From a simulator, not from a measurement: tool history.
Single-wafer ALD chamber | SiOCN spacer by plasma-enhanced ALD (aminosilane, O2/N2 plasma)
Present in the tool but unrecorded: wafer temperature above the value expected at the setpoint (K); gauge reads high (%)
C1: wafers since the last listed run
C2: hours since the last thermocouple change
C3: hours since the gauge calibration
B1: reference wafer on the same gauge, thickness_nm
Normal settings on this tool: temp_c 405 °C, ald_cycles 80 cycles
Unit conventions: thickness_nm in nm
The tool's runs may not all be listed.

{"run": 1, "hour": 0.0, "temp_c": 405, "ald_cycles": 87, "C1": 0, "C2": 843.9, "C3": 718.6, "B1": 3.952, "thickness_nm": 5.327}
{"run": 2, "hour": 55.7, "temp_c": 405, "ald_cycles": 80, "C1": 211, "C2": 899.6, "C3": 774.3, "B1": 3.944, "thickness_nm": 4.868}
{"run": 3, "hour": 114.1, "temp_c": 405, "ald_cycles": 80, "C1": 221, "C2": 958, "C3": 832.7, "B1": 3.946, "thickness_nm": 4.893}
{"run": 4, "hour": 148.7, "temp_c": 405, "ald_cycles": 80, "C1": 131, "C2": 992.6, "C3": 867.3, "B1": 3.945, "thickness_nm": 4.894}
{"run": 5, "hour": 189.1, "temp_c": 405, "ald_cycles": 80, "C1": 153, "C2": 1033, "C3": 907.7, "B1": 3.939, "thickness_nm": 4.865}
{"run": 6, "hour": 230.0, "temp_c": 405, "ald_cycles": 80, "C1": 155, "C2": 1073.9, "C3": 948.6, "B1": 3.956, "thickness_nm": 4.862}
{"run": 7, "hour": 297.7, "temp_c": 405, "ald_cycles": 80, "C1": 256, "C2": 1141.6, "C3": 1016.3, "B1": 3.942, "thickness_nm": 4.895}
{"run": 8, "hour": 333.9, "temp_c": 405, "ald_cycles": 80, "C1": 137, "C2": 1177.8, "C3": 1052.5, "B1": 3.957, "thickness_nm": 4.925}
{"run": 9, "hour": 404.9, "temp_c": 405, "ald_cycles": 90, "C1": 269, "C2": 1248.8, "C3": 1123.5, "B1": 3.948, "thickness_nm": 5.472}
{"run": 10, "hour": 432.8, "temp_c": 405, "ald_cycles": 90, "C1": 105, "C2": 1276.7, "C3": 1151.4, "B1": 3.942, "thickness_nm": 5.5}
{"hour": 445.2, "done": "thermocouple changed; heater temperature recalibrated"}
{"run": 11, "hour": 461.3, "temp_c": 405, "ald_cycles": 90, "C1": 77, "C2": 16.1, "C3": 1179.9, "B1": 3.945, "thickness_nm": 5.49}
{"run": 12, "hour": 519.3, "temp_c": 405, "ald_cycles": 80, "C1": 220, "C2": 74.1, "C3": 1237.9, "B1": 3.947, "thickness_nm": 4.916}
{"run": 13, "hour": 574.0, "temp_c": 405, "ald_cycles": 80, "C1": 207, "C2": 128.8, "C3": 1292.6, "B1": 3.956, "thickness_nm": 4.914}
{"hour": 582.0, "done": "gauge calibrated"}
{"run": 14, "hour": 630.5, "temp_c": 405, "ald_cycles": 89, "C1": 214, "C2": 185.3, "C3": 48.5, "B1": 3.954, "thickness_nm": 5.389}
{"run": 15, "hour": 670.3, "temp_c": 405, "ald_cycles": 85, "C1": 151, "C2": 225.1, "C3": 88.3, "B1": 3.954, "thickness_nm": 5.17}
{"run": 16, "hour": 718.4, "temp_c": 405, "ald_cycles": 93, "C1": 182, "C2": 273.2, "C3": 136.4, "B1": 3.96, "thickness_nm": 5.675}
{"run": 17, "hour": 751.2, "temp_c": 409, "ald_cycles": 67, "C1": 124, "C2": 306, "C3": 169.2, "B1": 3.946, "thickness_nm": 4.042}
{"run": 18, "hour": 775.9, "temp_c": 405, "ald_cycles": 93, "C1": 93, "C2": 330.7, "C3": 193.9, "B1": 3.954, "thickness_nm": 5.665}
{"run": 19, "hour": 836.3, "temp_c": 392, "ald_cycles": 91, "C1": 229, "C2": 391.1, "C3": 254.3, "B1": 3.951, "thickness_nm": 5.632}
{"run": 20, "hour": 898.9, "temp_c": 405, "ald_cycles": 80, "C1": 237, "C2": 453.7, "C3": 316.9, "B1": 3.955, "thickness_nm": 4.897}
{"run": 21, "hour": 944.4, "temp_c": 405, "ald_cycles": 80, "C1": 172, "C2": 499.2, "C3": 362.4, "B1": 3.948, "thickness_nm": 4.871}
{"run": 22, "hour": 997.7, "temp_c": 395, "ald_cycles": 75, "C1": 202, "C2": 552.5, "C3": 415.7, "B1": 3.946, "thickness_nm": 4.62}
{"run": 23, "hour": 1037.8, "temp_c": 399, "ald_cycles": 95, "C1": 152, "C2": 592.6, "C3": 455.8, "B1": 3.946, "thickness_nm": 5.906}
{"run": 24, "hour": 1170.5, "temp_c": 393, "ald_cycles": 84, "C1": 503, "C2": 725.3, "C3": 588.5, "B1": 3.954, "thickness_nm": 5.178}
{"run": 25, "hour": 1225.9, "temp_c": 405, "ald_cycles": 93, "C1": 210, "C2": 780.7, "C3": 643.9, "B1": 3.945, "thickness_nm": 5.705}

5 ways to go on from here, each from the tool as it stands after run 25. What would each give?
{"run": "A", "hour": 1226.5, "temp_c": 395, "ald_cycles": 80, "C1": 2, "C2": 781.3, "C3": 644.5, "B1": "?", "thickness_nm": "?"}
{"run": "B", "hour": 1226.5, "temp_c": 399, "ald_cycles": 80, "C1": 2, "C2": 781.3, "C3": 644.5, "B1": "?", "thickness_nm": "?"}
{"run": "C", "hour": 1226.5, "temp_c": 394, "ald_cycles": 80, "C1": 2, "C2": 781.3, "C3": 644.5, "B1": "?", "thickness_nm": "?"}
{"run": "D", "hour": 1226.5, "temp_c": 393, "ald_cycles": 80, "C1": 2, "C2": 781.3, "C3": 644.5, "B1": "?", "thickness_nm": "?"}
{"run": "E", "hour": 1226.5, "temp_c": 392, "ald_cycles": 65, "C1": 2, "C2": 781.3, "C3": 644.5, "B1": "?", "thickness_nm": "?"}

run=A B1=3.954 thickness_nm=4.94
run=B B1=3.954 thickness_nm=4.94
run=C B1=3.954 thickness_nm=4.94
run=D B1=3.954 thickness_nm=4.94
run=E B1=3.954 thickness_nm=4.014
Without the tool's hidden state the same runs would have given:
run=A thickness_nm=4.94
run=B thickness_nm=4.94
run=C thickness_nm=4.94
run=D thickness_nm=4.94
run=E thickness_nm=4.014
